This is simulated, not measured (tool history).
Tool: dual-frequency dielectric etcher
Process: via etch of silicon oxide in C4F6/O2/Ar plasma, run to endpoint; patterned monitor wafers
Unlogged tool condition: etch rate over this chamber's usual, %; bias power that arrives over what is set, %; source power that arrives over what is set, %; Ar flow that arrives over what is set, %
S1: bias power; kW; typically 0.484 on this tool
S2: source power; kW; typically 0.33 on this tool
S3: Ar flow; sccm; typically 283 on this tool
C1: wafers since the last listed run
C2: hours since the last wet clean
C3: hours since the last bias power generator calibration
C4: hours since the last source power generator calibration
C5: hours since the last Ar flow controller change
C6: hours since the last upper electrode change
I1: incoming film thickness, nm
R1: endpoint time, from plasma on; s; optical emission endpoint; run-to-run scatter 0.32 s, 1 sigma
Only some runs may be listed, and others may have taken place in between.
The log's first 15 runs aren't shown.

| run | day | S1 | S2 | S3 | C1 | C2 | C3 | C4 | C5 | C6 | I1 | R1 |
|---|---|---|---|---|---|---|---|---|---|---|---|---|
|  | 61.588 | Ar flow controller replaced |
| 16 | 62.375 | 0.409 | 0.31 | 334 | 1101 | 120.1 | 2292.3 | 1204.7 | 18.9 | 500.5 | 155.3 | 41 |
| 17 | 65.212 | 0.582 | 0.28 | 219 | 742 | 188.2 | 2360.4 | 1272.8 | 87 | 568.6 | 156.3 | 38.5 |
|  | 74.762 | bias power generator calibrated |
| 18 | 75.462 | 0.484 | 0.33 | 283 | 2640 | 434.2 | 16.8 | 1518.8 | 333 | 814.6 | 155.9 | 37.5 |
| 19 | 77.612 | 0.379 | 0.33 | 224 | 562 | 485.8 | 68.4 | 1570.4 | 384.6 | 866.2 | 156.8 | 39.2 |
|  | 80.421 | source power generator calibrated |
| 20 | 81.925 | 0.484 | 0.33 | 283 | 1085 | 589.3 | 171.9 | 36.1 | 488.1 | 969.7 | 155 | 37.1 |
|  | 84.283 | wet clean of the chamber |
| 21 | 84.304 | 0.515 | 0.33 | 283 | 361 | 0.5 | 229 | 93.2 | 545.2 | 1026.8 | 155.6 | 37.1 |
| 22 | 85.812 | 0.484 | 0.25 | 283 | 394 | 36.7 | 265.2 | 129.4 | 581.4 | 1063 | 155.1 | 44.5 |
| 23 | 88.454 | 0.374 | 0.39 | 319 | 691 | 100.1 | 328.6 | 192.8 | 644.8 | 1126.4 | 156 | 36.5 |
| 24 | 92.292 | 0.544 | 0.28 | 313 | 1004 | 192.2 | 420.7 | 284.9 | 736.9 | 1218.5 | 157.8 | 41.4 |
| 25 | 94.683 | 0.484 | 0.25 | 264 | 626 | 249.6 | 478.1 | 342.3 | 794.3 | 1275.9 | 155.4 | 44.1 |
| 26 | 96.775 | 0.484 | 0.36 | 283 | 547 | 299.8 | 528.3 | 392.5 | 844.5 | 1326.1 | 155.9 | 36.1 |
| 27 | 98.421 | 0.484 | 0.41 | 302 | 430 | 339.3 | 567.8 | 432 | 884 | 1365.6 | 155.9 | 33.4 |
| 28 | 101.875 | 0.484 | 0.33 | 283 | 904 | 422.2 | 650.7 | 514.9 | 966.9 | 1448.5 | 156.4 | 37.7 |
| 29 | 106.004 | 0.484 | 0.33 | 256 | 1081 | 521.3 | 749.8 | 614 | 1066 | 1547.6 | 156.4 | 37.4 |
| 30 | 110.154 | 0.484 | 0.4 | 336 | 1086 | 620.9 | 849.4 | 713.6 | 1165.6 | 1647.2 | 156.3 | 34.4 |

Predict each of these 3 candidate next runs independently; none follows another, all start after run 30:
| A | 110.171 | 0.484 | 0.33 | 283 | 4 | 621.3 | 849.8 | 714 | 1166 | 1647.6 | 154.7 | ? |
| B | 110.171 | 0.57 | 0.33 | 325 | 4 | 621.3 | 849.8 | 714 | 1166 | 1647.6 | 154.7 | ? |
| C | 110.171 | 0.595 | 0.26 | 229 | 4 | 621.3 | 849.8 | 714 | 1166 | 1647.6 | 154.7 | ? |

| run | R1 |
|---|---|
| A | 37 |
| B | 35.7 |
| C | 39.8 |
Take away the tool's hidden state, keep each run's random variation, and the runs would have read:
| run | R1 |
|---|---|
| A | 37 |
| B | 35.7 |
| C | 39.8 |

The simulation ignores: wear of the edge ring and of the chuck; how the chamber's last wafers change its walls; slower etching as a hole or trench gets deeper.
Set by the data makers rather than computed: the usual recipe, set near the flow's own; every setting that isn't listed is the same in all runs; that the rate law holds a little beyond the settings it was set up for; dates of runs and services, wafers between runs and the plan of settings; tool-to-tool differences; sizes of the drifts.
